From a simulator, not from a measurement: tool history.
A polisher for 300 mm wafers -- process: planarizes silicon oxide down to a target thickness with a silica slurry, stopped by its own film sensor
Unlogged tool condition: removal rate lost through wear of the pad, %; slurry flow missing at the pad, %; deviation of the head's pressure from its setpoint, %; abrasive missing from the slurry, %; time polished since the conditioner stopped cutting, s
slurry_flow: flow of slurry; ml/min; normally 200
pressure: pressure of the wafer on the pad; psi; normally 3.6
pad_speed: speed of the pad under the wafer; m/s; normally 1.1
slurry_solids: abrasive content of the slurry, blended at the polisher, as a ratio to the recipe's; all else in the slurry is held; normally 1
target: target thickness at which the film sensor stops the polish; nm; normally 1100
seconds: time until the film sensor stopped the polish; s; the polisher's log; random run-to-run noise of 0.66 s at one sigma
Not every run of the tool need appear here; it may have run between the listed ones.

run	day	slurry_flow	pressure	pad_speed	slurry_solids	target	wafers since the last listed run	wafers polished on this pad	hours since the slurry nozzle was cleaned	hours since the head pressure was calibrated	hours since the slurry blender was calibrated	hours since the conditioning disc was replaced	incoming thickness of the incoming film, nm	seconds
1	0	200	4	1.1	1	1100	0	281	41.8	109	183.3	286.8	1316.7	60.6
2	2.158	200	3.6	0.82	0.8	1100	281	563	93.6	160.8	235.1	338.6	1321.5	97.1
3	5.421	200	3.6	0.82	0.8	1100	425	988	171.9	239.1	313.4	416.9	1292.3	84.6
# day 8.121: slurry blender recalibrated
4	8.492	200	3.6	1.18	1	1100	389	1378	245.6	312.8	8.9	490.6	1279.5	50.6
# day 10.125: conditioning disc replaced and pad reconditioned
5	11.446	200	3.6	1.1	1	1100	374	1752	316.5	383.7	79.8	31.7	1310.5	63.5
# day 13.492: worn pad replaced by a new one
6	14.067	200	3.6	1.1	1	1121	320	75	379.4	446.6	142.7	94.6	1298.9	54.1
7	16.8	200	3.6	1.1	1	1121	356	431	445	512.2	208.3	160.2	1324.1	62.3
8	21.292	200	3	1.1	1	1100	585	1017	552.8	620	316.1	268	1289.1	65.4
9	24.133	200	3	1.1	1	1100	370	1388	621	688.2	384.3	336.2	1303	71.2
# day 25.117: slurry blender recalibrated
10	26.562	200	3.6	0.86	1	1100	305	1694	679.3	746.5	34.7	394.5	1277.7	65.6
# day 30.767: worn pad replaced by a new one
# day 30.796: slurry nozzle cleaned
11	30.817	200	3.6	1.1	1	1100	529	2	0.5	848.6	136.8	496.6	1301.6	61.7
12	32.438	200	4.3	0.76	1.15	1100	211	214	39.4	887.5	175.7	535.5	1286.7	61.2
# day 32.642: conditioning disc replaced and pad reconditioned
# day 36.092: head pressure recalibrated
13	36.562	140	3.6	1.1	1	1120	516	730	138.4	11.3	274.7	94.1	1312.2	60.7
14	39.179	200	3.6	1.1	1	1080	341	1071	201.2	74.1	337.5	156.9	1312.8	71.6
# day 42.217: slurry blender recalibrated
15	42.229	200	3.6	1.1	1	1100	386	1458	274.4	147.3	0.3	230.1	1320.2	65.3
16	44.058	200	3.6	1.1	1	1100	238	1697	318.3	191.2	44.2	274	1305.6	61
# day 45.088: worn pad replaced by a new one
17	48.054	200	3.6	1.1	1	1146	499	386	414.2	287.1	140.1	369.9	1298.9	45.1
18	50.212	180	4	1.1	0.75	1062	281	668	466	338.9	191.9	421.7	1294	77.7
19	52.679	140	3.6	1.1	1	1100	321	989	525.2	398.1	251.1	480.9	1303.5	65.4

Run 20 comes next. What will it give?
# day 55.517: conditioning disc replaced and pad reconditioned
20	57.3	200	3.6	1.1	1	1100	591	1581	636.1	509	362	42.8	1296.6	?

Run 20 gave seconds 60.4 s.
Were there no unlogged condition in the tool, this run, its random variation unchanged, would have produced seconds 58.4 s.
